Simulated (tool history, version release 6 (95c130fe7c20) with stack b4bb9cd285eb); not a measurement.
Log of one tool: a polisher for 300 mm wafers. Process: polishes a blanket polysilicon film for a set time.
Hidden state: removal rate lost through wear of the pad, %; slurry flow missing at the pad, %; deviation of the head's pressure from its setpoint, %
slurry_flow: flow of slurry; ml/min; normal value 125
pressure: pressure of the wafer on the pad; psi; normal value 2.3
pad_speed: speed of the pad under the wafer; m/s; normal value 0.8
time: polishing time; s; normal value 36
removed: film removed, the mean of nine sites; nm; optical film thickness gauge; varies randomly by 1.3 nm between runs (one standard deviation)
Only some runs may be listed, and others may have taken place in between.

run	hour	slurry_flow	pressure	pad_speed	time	wafers since the last listed run	wafers polished on this pad	hours since the slurry nozzle was cleaned	hours since the head pressure was calibrated	incoming thickness of the incoming film, nm	removed
1	0	95	2.3	0.9	36	0	2543	75.7	460.8	2231.4	153.3
2	26.8	95	2.3	0.9	36	289	2832	102.5	487.6	2197	153.2
3	54.3	95	2.3	0.9	36	296	3129	130	515.1	2217.1	150.9
4	118	125	2.9	0.8	36	687	3816	193.7	578.8	2251.4	176.1
5	176.2	125	2.9	0.8	36	628	4445	251.9	637	2200	177.4
6	246.5	125	2.9	0.8	36	758	5204	322.2	707.3	2201.9	177.1
# hour 278.9: worn pad replaced by a new one
7	302.8	125	2.3	0.8	36	564	258	378.5	763.6	2221.1	153
8	354.2	125	2.3	0.8	36	554	813	429.9	815	2228.6	149.8
9	381.7	125	2.3	0.8	36	296	1109	457.4	842.5	2185.8	150.1
10	449.8	125	2.3	0.8	36	735	1845	525.5	910.6	2224.2	145.8
11	483.6	125	2.3	0.8	36	364	2209	559.3	944.4	2182.6	145.7
# hour 485.7: head pressure recalibrated
12	511.4	125	2.3	0.8	36	278	2488	587.1	25.7	2198	144.4
# hour 514.1: slurry nozzle cleaned
13	557.2	125	2.3	0.8	36	483	2972	43.1	71.5	2248.2	143.7
14	590.2	160	2.3	0.96	36	356	3328	76.1	104.5	2228.6	178.1
15	642.2	160	2.3	0.96	36	561	3889	128.1	156.5	2245.6	180.1
16	708.6	160	2.3	0.96	36	716	4606	194.5	222.9	2191.8	177.6
# hour 766.6: worn pad replaced by a new one
17	771.9	85	2.3	0.8	36	640	57	257.8	286.2	2252.6	140.1
18	827.7	95	2.3	0.66	36	602	659	313.6	342	2257	117.8
19	870.7	125	3.1	0.7	25	464	1123	356.6	385	2182.5	123.3
20	932.3	125	2.3	0.8	36	664	1788	418.2	446.6	2244.6	146.2
# hour 956.1: slurry nozzle cleaned
21	966.1	165	2.3	0.8	25	354	2142	10	480.4	2259.9	104.7
22	1031.9	125	2.3	0.72	36	710	2852	75.8	546.2	2173.7	130
23	1060.5	160	2.3	0.8	48	308	3161	104.4	574.8	2206.8	195.3
24	1102.6	125	2.8	0.8	36	454	3616	146.5	616.9	2219.8	171.5
25	1136.6	125	2.3	0.58	36	367	3983	180.5	650.9	2219	103.6
26	1189.2	125	2.3	0.8	36	567	4550	233.1	703.5	2251.5	141.9
# hour 1356: worn pad replaced by a new one
27	1364.1	125	2.3	0.8	36	1844	87	408	878.4	2224.6	154.7
28	1395.8	100	2.6	0.8	36	342	429	439.7	910.1	2260.7	166.5
# hour 1509.1: slurry nozzle cleaned
29	1514.1	125	2.3	0.8	36	1266	1695	5	1028.4	2228.8	145.4
# hour 1525.5: head pressure recalibrated
30	1671.8	125	2.3	0.8	36	1680	3376	162.7	146.3	2220.1	144.1
31	1699.8	125	2.3	0.7	28	302	3678	190.7	174.3	2216.2	96.9
32	1764.6	160	2.6	0.88	26	699	4377	255.5	239.1	2203.4	133.5
33	1815	125	2.3	0.8	25	544	4921	305.9	289.5	2202.6	99.2
34	1882	125	2.6	0.98	36	723	5645	372.9	356.5	2190.7	195.4
35	1928	100	1.9	0.8	36	496	6141	418.9	402.5	2201.8	111.4
# hour 1942.6: worn pad replaced by a new one
36	1976.9	145	3	0.94	46	484	370	467.8	451.4	2177.3	309.7
# hour 2096.2: slurry nozzle cleaned
37	2142.9	125	2.3	0.8	36	1781	2151	46.7	617.4	2252.2	145.4
38	2192.4	125	2.3	0.8	36	534	2685	96.2	666.9	2206.3	143.2

Below are 3 alternative next runs, each starting from the tool's condition after run 38. Predict each:
A	2192.8	125	2.3	0.8	36	4	2690	96.6	667.3	2204.9	?
B	2192.8	125	2.3	0.66	36	4	2690	96.6	667.3	2204.9	?
C	2192.8	125	2	0.8	36	4	2690	96.6	667.3	2204.9	?

run	removed
A	143.7
B	118.6
C	125
The same runs, with their run-to-run variation unchanged, on a tool lacking any hidden condition would have given:
run	removed
A	156.2
B	128.9
C	135.8

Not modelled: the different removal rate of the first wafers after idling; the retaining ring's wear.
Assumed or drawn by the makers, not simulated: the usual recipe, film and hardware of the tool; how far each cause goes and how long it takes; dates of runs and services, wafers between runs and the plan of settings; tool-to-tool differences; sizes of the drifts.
